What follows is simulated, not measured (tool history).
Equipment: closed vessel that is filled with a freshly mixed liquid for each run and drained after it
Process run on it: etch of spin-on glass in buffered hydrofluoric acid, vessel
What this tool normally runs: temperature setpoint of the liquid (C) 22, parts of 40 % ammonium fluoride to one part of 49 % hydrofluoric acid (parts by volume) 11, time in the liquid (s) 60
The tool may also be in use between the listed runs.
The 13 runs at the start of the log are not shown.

run   hour  temperature setpoint of the liquid (C)  parts of 40 % ammonium fluoride to one part of 49 % hydrofluoric acid (parts by volume)  time in the liquid (s)  wafers since the last listed run  hours since the thermometer was replaced  hours since the hydrofluoric acid flow meter was replaced  hours since the gauge calibration  read-back film thickness of the spin-on glass reference wafer, read on the same gauge (nm)  thickness taken off the spin-on glass on a monitor wafer (angstrom)
 14  238.9                                      22                                                                                       11                      60                              1391                                    1927.1                                                       59.2                               29.8                                                                                         120                                                               1369.5
 15  248.2                                      22                                                                                       11                      60                               813                                    1936.4                                                       68.5                               39.1                                                                                         120                                                                 1370
 16  259.1                                      22                                                                                       11                      60                               953                                    1947.3                                                       79.4                                 50                                                                                         120                                                               1366.1
     267.3  -- thermometer replaced
 17  299.5                                      22                                                                                        8                      80                              3446                                      32.2                                                      119.8                               90.4                                                                                      120.02                                                               2516.3
 18  316.2                                      27                                                                                       15                      40                              1461                                      48.9                                                      136.5                              107.1                                                                                      120.04                                                                921.7
 19    333                                      22                                                                                       14                      30                              1469                                      65.7                                                      153.3                              123.9                                                                                         120                                                                561.6
 20  347.8                                      22                                                                                       11                      60                              1294                                      80.5                                                      168.1                              138.7                                                                                      120.01                                                               1421.4
 21  354.8                                    19.5                                                                                     14.5                      60                               612                                      87.5                                                      175.1                              145.7                                                                                         120                                                                936.8
 22  369.1                                      22                                                                                       11                      60                              1251                                     101.8                                                      189.4                                160                                                                                         120                                                               1416.7
 23  378.9                                      22                                                                                       11                      60                               857                                     111.6                                                      199.2                              169.8                                                                                      120.01                                                               1409.3
 24  395.6                                      22                                                                                       11                      60                              1461                                     128.3                                                      215.9                              186.5                                                                                      120.01                                                               1412.5
 25    406                                      24                                                                                       11                      90                               909                                     138.7                                                      226.3                              196.9                                                                                      119.95                                                               2352.3
 26  416.7                                    23.5                                                                                       11                      50                               936                                     149.4                                                        237                              207.6                                                                                      120.01                                                               1284.2
 27  434.5                                      26                                                                                      9.5                      75                              1557                                     167.2                                                      254.8                              225.4                                                                                      120.01                                                               2519.7
 28    459                                    24.5                                                                                       10                      30                              2143                                     191.7                                                      279.3                              249.9                                                                                         120                                                                886.6
 29  466.3                                    20.5                                                                                       11                      60                               638                                       199                                                      286.6                              257.2                                                                                      120.01                                                               1280.8
 30  474.1                                    23.5                                                                                       15                      60                               682                                     206.8                                                      294.4                                265                                                                                      119.95                                                               1111.7
 31  480.7                                    18.5                                                                                       11                      90                               577                                     213.4                                                        301                              271.6                                                                                         120                                                               1715.8
 32  497.1                                    23.5                                                                                        8                      35                              1434                                     229.8                                                      317.4                                288                                                                                         120                                                               1174.6
 33  506.1                                    18.5                                                                                       13                      30                               787                                     238.8                                                      326.4                                297                                                                                      119.97                                                                486.9

Forecast each of these 4 alternatives for the next run:
  A  506.8                                      22                                                                                       11                      60                                61                                     239.5                                                      327.1                              297.7                                                                                           ?                                                                    ?
  B  506.8                                      22                                                                                       11                      30                                61                                     239.5                                                      327.1                              297.7                                                                                           ?                                                                    ?
  C  506.8                                    18.5                                                                                       11                      60                                61                                     239.5                                                      327.1                              297.7                                                                                           ?                                                                    ?
  D  506.8                                    24.5                                                                                        8                      60                                61                                     239.5                                                      327.1                              297.7                                                                                           ?                                                                    ?

run  read-back film thickness of the spin-on glass reference wafer, read on the same gauge (nm)  thickness taken off the spin-on glass on a monitor wafer (angstrom)
  A                                                                                         120                                                               1401.3
  B                                                                                         120                                                                700.7
  C                                                                                         120                                                               1151.9
  D                                                                                         120                                                               2131.6
The same runs, with their run-to-run variation unchanged, on a tool lacking any hidden condition would have given:
run  thickness taken off the spin-on glass on a monitor wafer (angstrom)
  A                                                               1476.2
  B                                                                738.1
  C                                                               1213.8
  D                                                               2255.2
